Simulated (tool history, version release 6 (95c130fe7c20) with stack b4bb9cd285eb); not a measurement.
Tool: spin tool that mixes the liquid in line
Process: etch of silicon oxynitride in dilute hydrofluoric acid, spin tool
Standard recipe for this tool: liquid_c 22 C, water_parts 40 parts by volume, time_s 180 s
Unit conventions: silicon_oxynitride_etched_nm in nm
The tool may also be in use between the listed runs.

run	hour	liquid_c	water_parts	time_s	read-back film thickness of the silicon oxynitride reference wafer, read on the same gauge (nm)	silicon_oxynitride_etched_nm
1	0	20	35	180	60.01	20.92
# hour 80.3: thermometer replaced
2	88.6	20	35	180	60.01	21.11
3	174.8	20	35	180	59.99	20.94
4	199.7	24.5	40	180	60	22.85
# hour 221.2: gauge calibrated
5	224.9	24.5	40	180	60	23.16
6	244.4	24.5	40	180	60	22.96
7	264	22	40	180	59.97	20.29
8	276.8	22	40	180	60.02	20.34
9	301.8	22	40	115	59.97	13
10	330.4	22	40	210	60	23.74
# hour 349.4: hydrofluoric acid flow meter replaced
11	361.4	17	35	70	60.02	6.84
12	375.5	26.5	40	270	60.01	36.57
13	392.7	20	25	265	60	42.17
14	410.6	22	25	140	59.99	24.78
15	426.7	26.5	30	255	60	46.28
16	446.1	26	30	125	60.02	22.38
17	461.2	22	40	115	60.01	12.59
18	494.7	22	20	145	60.01	32.2
19	519.2	22	35	215	60.01	27.43
20	540.8	22	60	270	59.97	19.44
21	571.2	22	40	180	60.02	19.85
22	606.3	22	40	180	59.99	19.89
# hour 611.1: thermometer replaced
23	626.9	19	20	130	59.99	24.78
24	650.4	23.5	50	180	59.99	17.03
25	664.3	22	60	120	59.99	8.77
26	688.9	24.5	40	180	60	22.75
27	710.9	22	40	180	60	19.92
28	734.4	22	40	180	60.01	19.96
29	763.5	22	40	180	59.99	19.88
30	777.2	25	25	100	59.99	20.84
31	803.3	22	40	180	59.99	20.06
32	835.1	22	40	180	60	20.11
# hour 907.2: gauge calibrated
33	913.6	26	45	180	60.01	21.67
34	931.5	22	50	250	59.98	22.22

3 options for the next run, each taken on its own from the tool as it stands now. Forecast them:
A	932	22	55	180	?	?
B	932	18	40	180	?	?
C	932	17.5	25	135	?	?

run	read-back film thickness of the silicon oxynitride reference wafer, read on the same gauge (nm)	silicon_oxynitride_etched_nm
A	60.01	14.44
B	60.01	16.38
C	60.01	19.28
With the hidden condition removed and each run's random variation left untouched, the same runs would have given:
run	silicon_oxynitride_etched_nm
A	14.15
B	16.06
C	18.91
